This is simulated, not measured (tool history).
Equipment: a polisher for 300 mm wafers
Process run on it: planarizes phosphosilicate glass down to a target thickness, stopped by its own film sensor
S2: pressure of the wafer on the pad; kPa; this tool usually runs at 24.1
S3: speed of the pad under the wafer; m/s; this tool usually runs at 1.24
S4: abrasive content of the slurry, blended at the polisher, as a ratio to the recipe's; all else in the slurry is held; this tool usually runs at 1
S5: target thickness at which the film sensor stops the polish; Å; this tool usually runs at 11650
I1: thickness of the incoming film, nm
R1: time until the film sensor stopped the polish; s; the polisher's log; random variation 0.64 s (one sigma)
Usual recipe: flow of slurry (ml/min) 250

{"run": 1, "hour": 0.0, "flow of slurry (ml/min)": 285, "S2": 24.1, "S3": 1.24, "S4": 0.75, "S5": 11650, "I1": 1934.8, "R1": 103.4}
{"run": 2, "hour": 11.5, "flow of slurry (ml/min)": 285, "S2": 24.1, "S3": 1.24, "S4": 0.75, "S5": 11650, "I1": 1942.8, "R1": 106.6}
{"run": 3, "hour": 21.9, "flow of slurry (ml/min)": 250, "S2": 24.1, "S3": 1.24, "S4": 1.1, "S5": 11650, "I1": 1954.2, "R1": 73.8}
{"hour": 41.4, "done": "conditioning disc replaced and pad reconditioned"}
{"run": 4, "hour": 47.5, "flow of slurry (ml/min)": 250, "S2": 24.1, "S3": 1.24, "S4": 1.1, "S5": 11650, "I1": 1969.5, "R1": 67.3}
{"run": 5, "hour": 53.9, "flow of slurry (ml/min)": 250, "S2": 24.1, "S3": 1.24, "S4": 1.1, "S5": 11650, "I1": 1948.7, "R1": 66.7}
{"run": 6, "hour": 60.7, "flow of slurry (ml/min)": 250, "S2": 24.1, "S3": 1.52, "S4": 1, "S5": 11650, "I1": 1956.6, "R1": 61}
{"hour": 71.7, "done": "head pressure recalibrated"}
{"run": 7, "hour": 72.2, "flow of slurry (ml/min)": 250, "S2": 20.7, "S3": 1.24, "S4": 1.15, "S5": 11650, "I1": 1967.2, "R1": 70.8}
{"hour": 80.5, "done": "worn pad replaced by a new one"}
{"run": 8, "hour": 85.0, "flow of slurry (ml/min)": 250, "S2": 20.7, "S3": 1.24, "S4": 1.15, "S5": 11650, "I1": 1953.7, "R1": 70.3}
{"hour": 93.0, "done": "slurry blender recalibrated"}
{"run": 9, "hour": 100.9, "flow of slurry (ml/min)": 250, "S2": 20.7, "S3": 1.24, "S4": 1.15, "S5": 11650, "I1": 1966, "R1": 61.7}
{"run": 10, "hour": 107.6, "flow of slurry (ml/min)": 250, "S2": 24.1, "S3": 1.12, "S4": 1.2, "S5": 11650, "I1": 1950.9, "R1": 59.2}
{"run": 11, "hour": 113.7, "flow of slurry (ml/min)": 320, "S2": 24.1, "S3": 1.24, "S4": 1, "S5": 10800, "I1": 1982.6, "R1": 68.7}
{"run": 12, "hour": 137.8, "flow of slurry (ml/min)": 250, "S2": 24.1, "S3": 1.24, "S4": 1, "S5": 11650, "I1": 1957.5, "R1": 61.9}
{"run": 13, "hour": 150.6, "flow of slurry (ml/min)": 275, "S2": 17.9, "S3": 1.24, "S4": 1, "S5": 11650, "I1": 1955.8, "R1": 72.8}

Run 14 is up next; what results do you expect?
{"run": 14, "hour": 161.2, "flow of slurry (ml/min)": 205, "S2": 29, "S3": 1.24, "S4": 1, "S5": 11650, "I1": 1925.8, "R1": "?"}

{"run 14": {"R1": 55}}
Had the tool carried no hidden state, the very same run would have given R1 52.1 s.

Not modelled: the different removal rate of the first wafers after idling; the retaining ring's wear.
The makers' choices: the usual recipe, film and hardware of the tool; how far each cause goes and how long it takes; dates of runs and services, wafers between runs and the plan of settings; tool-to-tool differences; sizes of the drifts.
